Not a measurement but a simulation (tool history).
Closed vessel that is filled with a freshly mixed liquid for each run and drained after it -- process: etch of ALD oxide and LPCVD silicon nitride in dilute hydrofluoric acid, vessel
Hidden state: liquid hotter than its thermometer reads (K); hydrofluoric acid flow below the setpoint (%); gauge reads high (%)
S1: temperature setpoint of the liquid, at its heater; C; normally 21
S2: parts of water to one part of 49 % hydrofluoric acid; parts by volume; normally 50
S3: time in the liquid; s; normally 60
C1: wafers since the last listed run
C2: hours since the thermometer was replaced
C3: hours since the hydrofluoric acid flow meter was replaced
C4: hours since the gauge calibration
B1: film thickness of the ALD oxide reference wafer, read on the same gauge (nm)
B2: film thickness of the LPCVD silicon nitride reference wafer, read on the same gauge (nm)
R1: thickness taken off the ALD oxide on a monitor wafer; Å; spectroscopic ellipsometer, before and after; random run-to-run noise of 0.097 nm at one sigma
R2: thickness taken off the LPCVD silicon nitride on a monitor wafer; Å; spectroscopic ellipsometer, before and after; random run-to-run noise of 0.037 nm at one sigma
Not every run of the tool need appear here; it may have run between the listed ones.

run     day    S1  S2  S3    C1      C2     C3     C4     B1       B2     R1    R2
  1       0    21  50  60     0    1349    585  212.9     80  130.005  148.9  6.21
  2   0.946    21  50  60  1747  1371.7  607.7  235.6  80.02  130.055  149.4  6.39
  3     2.1    21  50  60  2132  1399.4  635.4  263.3  80.01  130.038  148.3   6.6
  4   3.467    21  50  60  2525  1432.2  668.2  296.1  80.02  130.019  151.4  6.49
  5   4.267  22.5  45  60  1478  1451.4  687.4  315.3     80  129.997  178.3  7.91
  6   5.646    23  50  60  2548  1484.5  720.5  348.4     80  130.035  163.3  7.38
  7   7.108    23  50  60  2702  1519.6  755.6  383.5  79.99  129.998  160.2  6.29
  8   8.483    21  50  35  2540  1552.6  788.6  416.5  80.02  130.005   87.1  3.65
  9   9.692    21  50  35  2232  1581.6  817.6  445.5     80  130.038   86.7  3.74
 10  10.804    21  50  35  2055  1608.3  844.3  472.2  79.99  129.966   85.9  3.44
 11  11.771    21  50  60  1786  1631.5  867.5  495.4  79.98  129.971  147.3  6.03
 12  13.212  18.5  50  60  2664  1666.1  902.1    530     80  129.995  133.2  4.74
     13.842  -- thermometer replaced
 13  14.271    21  35  60  1878    10.3  927.5  555.4  79.97  130.023  189.3  6.72
     15.746  -- hydrofluoric acid flow meter replaced
 14  16.758    21  50  60  4519      70   24.3  615.1  80.03   130.03    147  5.37
 15  17.933    24  50  60  2171    98.2   52.5  643.3     80  130.019  167.6  6.49
 16  19.279    21  50  60  2486   130.5   84.8  675.6  79.99  129.944  146.8   5.5
      20.55  -- gauge calibrated
 17   21.85    21  75  60  4750   192.2  146.5   31.2  79.99  130.007     95  3.88
 18  23.075  17.5  50  60  2263   221.6  175.9   60.6  80.01  130.015  126.2  4.52
 19  24.508    21  50  60  2648     256  210.3     95  80.01  130.014    146  6.29
 20   25.15    24  60  45  1185   271.4  225.7  110.4     80  129.987  102.8  4.31
 21  26.558    18  35  35  2602   305.2  259.5  144.2     80  129.961  109.1  4.07
 22  27.429    21  50  35  1609   326.1  280.4  165.1  80.01  129.966   84.8  3.39

Below are 4 alternative next runs, each starting from the tool's condition after run 22. Predict each:
  A  27.458    21  50  60  53  326.8  281.1  165.8   ?   ?   ?   ?
  B  27.458    23  25  80  53  326.8  281.1  165.8   ?   ?   ?   ?
  C  27.458  23.5  65  35  53  326.8  281.1  165.8   ?   ?   ?   ?
  D  27.458    17  50  60  53  326.8  281.1  165.8   ?   ?   ?   ?

run     B1      B2     R1    R2
  A  80.01  129.99  146.3  4.78
  B  80.01  129.99  438.6  14.3
  C  80.01  129.99   71.4  2.55
  D  80.01  129.99  123.4  3.61
Without the tool's unlogged condition, the same runs would have read:
run     R1     R2
  A  147.9   4.75
  B  443.1  14.21
  C   72.3   2.54
  D  124.6   3.59
